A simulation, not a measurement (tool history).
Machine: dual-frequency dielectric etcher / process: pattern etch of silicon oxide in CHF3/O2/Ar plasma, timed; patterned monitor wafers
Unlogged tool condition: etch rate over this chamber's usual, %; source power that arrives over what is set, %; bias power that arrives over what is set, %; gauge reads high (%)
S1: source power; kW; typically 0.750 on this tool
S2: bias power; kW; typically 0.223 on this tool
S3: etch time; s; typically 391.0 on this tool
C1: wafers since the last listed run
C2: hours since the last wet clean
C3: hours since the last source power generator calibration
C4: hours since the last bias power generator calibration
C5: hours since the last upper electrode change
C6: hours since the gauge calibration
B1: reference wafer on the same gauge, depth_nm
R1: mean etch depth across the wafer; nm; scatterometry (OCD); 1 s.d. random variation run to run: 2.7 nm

run 1 hour=0.0 | S1=0.750 S2=0.223 S3=391.0 | C1=0 C2=481.3 C3=4624.1 C4=4378.1 C5=2784.4 C6=224.4 | B1=1036.6 | R1=894.3
run 2 hour=26.9 | S1=0.750 S2=0.223 S3=391.0 | C1=112 C2=508.2 C3=4651.0 C4=4405.0 C5=2811.3 C6=251.3 | B1=1035.1 | R1=900.8
run 3 hour=41.8 | S1=0.750 S2=0.223 S3=391.0 | C1=62 C2=523.1 C3=4665.9 C4=4419.9 C5=2826.2 C6=266.2 | B1=1034.2 | R1=892.3
run 4 hour=69.5 | S1=0.810 S2=0.223 S3=391.0 | C1=115 C2=550.8 C3=4693.6 C4=4447.6 C5=2853.9 C6=293.9 | B1=1032.4 | R1=916.4
run 5 hour=83.7 | S1=0.710 S2=0.223 S3=391.0 | C1=59 C2=565.0 C3=4707.8 C4=4461.8 C5=2868.1 C6=308.1 | B1=1032.2 | R1=882.0
run 6 hour=110.0 | S1=0.710 S2=0.223 S3=391.0 | C1=109 C2=591.3 C3=4734.1 C4=4488.1 C5=2894.4 C6=334.4 | B1=1031.4 | R1=875.8
-- hour=135.5 wet clean of the chamber
-- hour=135.7 gauge calibrated
run 7 hour=136.2 | S1=0.880 S2=0.223 S3=391.0 | C1=9 C2=0.7 C3=4760.3 C4=4514.3 C5=2920.6 C6=0.5 | B1=1042.2 | R1=949.3
run 8 hour=162.4 | S1=0.750 S2=0.204 S3=273.5 | C1=109 C2=26.9 C3=4786.5 C4=4540.5 C5=2946.8 C6=26.7 | B1=1041.4 | R1=605.8
run 9 hour=190.3 | S1=0.750 S2=0.204 S3=311.5 | C1=116 C2=54.8 C3=4814.4 C4=4568.4 C5=2974.7 C6=54.6 | B1=1040.9 | R1=692.1
run 10 hour=210.8 | S1=0.820 S2=0.200 S3=498.5 | C1=85 C2=75.3 C3=4834.9 C4=4588.9 C5=2995.2 C6=75.1 | B1=1040.7 | R1=1137.7
-- hour=222.4 bias power generator calibrated
run 11 hour=225.1 | S1=0.830 S2=0.202 S3=391.0 | C1=43 C2=89.6 C3=4849.2 C4=2.7 C5=3009.5 C6=89.4 | B1=1038.5 | R1=891.5
-- hour=230.3 source power generator calibrated
-- hour=288.0 upper electrode replaced
run 12 hour=289.1 | S1=0.750 S2=0.223 S3=391.0 | C1=150 C2=153.6 C3=58.8 C4=66.7 C5=1.1 C6=153.4 | B1=1036.6 | R1=896.4
run 13 hour=319.8 | S1=0.750 S2=0.258 S3=297.0 | C1=128 C2=184.3 C3=89.5 C4=97.4 C5=31.8 C6=184.1 | B1=1035.7 | R1=719.9
run 14 hour=350.8 | S1=0.640 S2=0.187 S3=440.0 | C1=129 C2=215.3 C3=120.5 C4=128.4 C5=62.8 C6=215.1 | B1=1034.0 | R1=899.4
run 15 hour=366.1 | S1=0.750 S2=0.223 S3=391.0 | C1=63 C2=230.6 C3=135.8 C4=143.7 C5=78.1 C6=230.4 | B1=1033.6 | R1=895.6

Below are 3 alternative next runs, each starting from the tool's condition after run 15. Predict each:
run A hour=366.6 | S1=0.820 S2=0.223 S3=391.0 | C1=2 C2=231.1 C3=136.3 C4=144.2 C5=78.6 C6=230.9 | B1=? | R1=?
run B hour=366.6 | S1=0.680 S2=0.180 S3=437.0 | C1=2 C2=231.1 C3=136.3 C4=144.2 C5=78.6 C6=230.9 | B1=? | R1=?
run C hour=366.6 | S1=0.560 S2=0.256 S3=453.0 | C1=2 C2=231.1 C3=136.3 C4=144.2 C5=78.6 C6=230.9 | B1=? | R1=?

run=A B1=1033.5 R1=920.1
run=B B1=1033.5 R1=893.2
run=C B1=1033.5 R1=998.0
Without the tool's hidden state the same runs would have given:
run=A R1=930.6
run=B R1=903.4
run=C R1=1009.4

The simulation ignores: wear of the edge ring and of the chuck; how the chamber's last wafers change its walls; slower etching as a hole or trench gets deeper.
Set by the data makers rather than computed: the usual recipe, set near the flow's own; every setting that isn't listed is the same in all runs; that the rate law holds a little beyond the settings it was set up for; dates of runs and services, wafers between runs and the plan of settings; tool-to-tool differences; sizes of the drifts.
